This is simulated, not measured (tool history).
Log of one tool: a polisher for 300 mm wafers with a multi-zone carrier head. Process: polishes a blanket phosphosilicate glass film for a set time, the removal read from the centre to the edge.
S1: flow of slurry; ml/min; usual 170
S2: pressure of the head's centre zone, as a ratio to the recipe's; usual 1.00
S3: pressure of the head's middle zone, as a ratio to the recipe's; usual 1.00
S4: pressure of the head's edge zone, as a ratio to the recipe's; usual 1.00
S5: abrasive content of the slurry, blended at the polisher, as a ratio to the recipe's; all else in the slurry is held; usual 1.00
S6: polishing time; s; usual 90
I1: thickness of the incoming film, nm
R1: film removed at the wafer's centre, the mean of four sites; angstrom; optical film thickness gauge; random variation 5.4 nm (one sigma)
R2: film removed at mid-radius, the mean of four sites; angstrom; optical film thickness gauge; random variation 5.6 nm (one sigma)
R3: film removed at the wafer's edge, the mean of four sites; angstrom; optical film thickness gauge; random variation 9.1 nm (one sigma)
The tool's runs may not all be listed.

run   hour   S1    S2    S3    S4    S5   S6      I1    R1    R2    R3
  1    0.0  170  1.08  1.00  1.00  1.00   90  4213.1  6724  6410  6505
  2   18.9  170  1.08  1.00  1.00  1.00   90  4249.2  6722  6425  6621
  3  126.0  170  1.08  1.00  1.00  0.75   90  4280.3  5783  5589  5697
  4  185.2  150  1.00  0.89  1.00  0.90  110  4229.1  7147  6683  7743
     203.7  -- worn pad replaced by a new one, of another model than before
  5  218.0  170  1.05  1.00  0.93  1.00   90  4229.8  6409  6358  6291
  6  235.7  170  1.00  1.00  1.00  1.00   90  4286.5  6235  6343  6591
     252.3  -- slurry nozzle cleaned
  7  270.4  215  1.00  1.00  1.00  1.25  109  4280.6  8566  8457  8784
  8  295.5  170  1.00  1.12  1.00  1.00   90  4228.0  6216  6957  6525
  9  310.5  170  1.00  1.00  1.12  1.00   90  4202.3  6188  6416  6737
     316.3  -- edge zone pressure recalibrated
 10  394.4  170  1.08  1.00  1.00  1.00   90  4287.7  6502  6443  6461
     415.2  -- centre zone pressure recalibrated
 11  418.1  170  1.00  1.00  1.00  1.00   90  4172.0  6561  6362  6499
     449.0  -- worn pad replaced by a new one
 12  449.5  220  1.00  1.00  1.00  1.00   90  4319.4  6784  6533  6606
 13  464.9  225  1.00  1.10  0.91  1.00   67  4222.6  4993  5244  4668
 14  498.8  170  1.00  1.00  1.00  1.00   59  4203.8  4216  4224  4281
 15  533.3  130  1.00  1.00  1.00  1.00   80  4228.5  5654  5568  5544
 16  568.4  170  1.00  0.88  1.00  1.00   80  4284.2  5755  5018  5629
 17  582.1  170  1.06  1.00  1.00  1.25   82  4189.9  6657  6376  6396
 18  599.0  170  1.00  1.00  1.00  1.00   90  4253.6  6453  6368  6525
 19  615.5  170  1.00  1.00  1.00  1.00   90  4223.1  6376  6265  6470
 20  629.4  225  1.00  1.00  0.96  0.75   90  4169.1  5753  5727  5699
 21  648.2  170  1.00  0.89  0.94  1.00   90  4272.2  6448  5768  6151

4 ways to go on from here, each from the tool as it stands after run 21. What would each give?
  A  648.7  170  1.00  1.00  0.93  1.00   90  4202.3   ?   ?   ?
  B  648.7  170  1.00  1.05  1.00  1.00   90  4202.3   ?   ?   ?
  C  648.7  170  1.00  1.00  1.00  1.00  108  4202.3   ?   ?   ?
  D  648.7  170  1.00  1.00  1.11  1.00   90  4202.3   ?   ?   ?

run    R1    R2    R3
  A  6481  6315  6292
  B  6483  6581  6509
  C  7777  7577  7816
  D  6481  6313  6859
Without the tool's hidden state the same runs would have given:
run    R1    R2    R3
  A  6580  6314  6292
  B  6582  6580  6509
  C  7896  7576  7816
  D  6580  6312  6859
